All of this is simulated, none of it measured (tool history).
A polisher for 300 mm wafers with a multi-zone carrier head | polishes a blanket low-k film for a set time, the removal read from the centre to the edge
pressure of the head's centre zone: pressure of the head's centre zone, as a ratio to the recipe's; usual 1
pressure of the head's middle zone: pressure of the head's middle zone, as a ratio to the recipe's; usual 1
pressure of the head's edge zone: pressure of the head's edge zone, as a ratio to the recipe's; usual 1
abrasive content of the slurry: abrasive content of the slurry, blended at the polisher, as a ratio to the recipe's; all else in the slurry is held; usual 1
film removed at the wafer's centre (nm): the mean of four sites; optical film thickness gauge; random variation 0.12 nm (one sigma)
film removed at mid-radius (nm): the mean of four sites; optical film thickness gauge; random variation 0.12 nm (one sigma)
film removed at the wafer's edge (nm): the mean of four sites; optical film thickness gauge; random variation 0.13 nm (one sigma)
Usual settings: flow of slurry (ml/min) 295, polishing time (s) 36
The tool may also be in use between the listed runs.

run,day,flow of slurry (ml/min),pressure of the head's centre zone,pressure of the head's middle zone,pressure of the head's edge zone,abrasive content of the slurry,polishing time (s),"incoming thickness of the incoming film, nm",film removed at the wafer's centre (nm),film removed at mid-radius (nm),film removed at the wafer's edge (nm)
1,0,295,1,1,1,1,36,680.8,9.7,9.5,9.3
# day 1.196: carrier head's membrane replaced by a new one
2,1.217,295,1,1,1,0.85,36,688.9,8.7,8.4,8.3
# day 2.004: slurry nozzle cleaned
3,2.271,295,1.11,1,0.91,0.75,46,681.6,10.8,9.8,9.9
4,3.05,295,1,1,1,1,36,699.9,9.3,9.1,9.1
# day 3.721: worn pad replaced by a new one
5,4.071,295,0.94,1,1.11,1,27,687.3,7.5,7.5,7.8
6,5.404,295,1,1,1,1,36,687.5,10.1,10.1,10.1
7,6.275,295,1,0.94,0.96,1,36,694.6,10,9.4,10
8,7.071,295,1,1,1,1,36,687.3,9.9,9.7,10
9,8.308,295,0.89,1,1,1,36,692.6,9.1,9.9,9.7
# day 8.675: centre zone pressure recalibrated
10,8.929,295,0.89,1.04,1.04,1,36,676.7,9,9.9,9.8
11,10.412,295,0.97,1,1.03,1,36,699.7,9.3,9.6,9.7
12,11.358,295,1,1,1,1,36,688.3,9.6,9.6,9.5
13,12.162,225,1,1,1.08,1.1,27,687.7,7.3,7.1,7.4
# day 12.329: edge zone pressure recalibrated
14,13.096,295,1,1,1,1,36,700.7,9.3,9.1,9.4
# day 14.042: worn pad replaced by a new one
15,14.062,295,1,1,1,1,36,686,10.1,10.1,9.8
16,14.904,295,1,1.06,1,1,36,687.9,10,10.7,9.9
17,15.621,295,0.91,1,1,1,36,684.2,9.2,10,9.9
18,16.842,295,1.05,0.94,1,1,36,686.1,10.2,9.2,9.7
19,17.812,295,0.88,1,1,1,46,677.7,11.5,12.3,12.2
20,20.388,295,1,1,1,1,36,691.8,9.7,9.5,9.6
21,21.504,235,1,1,1,1,36,676.9,9.4,9,9.4
22,23,295,0.91,0.88,0.97,0.85,36,691.6,7.8,7.6,8.5
# day 23.892: worn pad replaced by a new one
23,23.933,295,1,0.93,1,1.3,36,690,11.4,10.8,11.1

3 ways to go on from here, each from the tool as it stands after run 23. What would each give?
A,23.95,295,1,1,1,1,36,681,?,?,?
B,23.95,340,1,1,1,1,36,681,?,?,?
C,23.95,225,1,1,0.91,1,42,681,?,?,?

run,film removed at the wafer's centre (nm),film removed at mid-radius (nm),film removed at the wafer's edge (nm)
A,9.9,9.8,10.1
B,10,9.9,10.2
C,11.1,11.1,11.3
Without the tool's hidden state the same runs would have given:
run,film removed at the wafer's centre (nm),film removed at mid-radius (nm),film removed at the wafer's edge (nm)
A,10.1,10,10.4
B,10.3,10.2,10.5
C,11.4,11.3,11.5
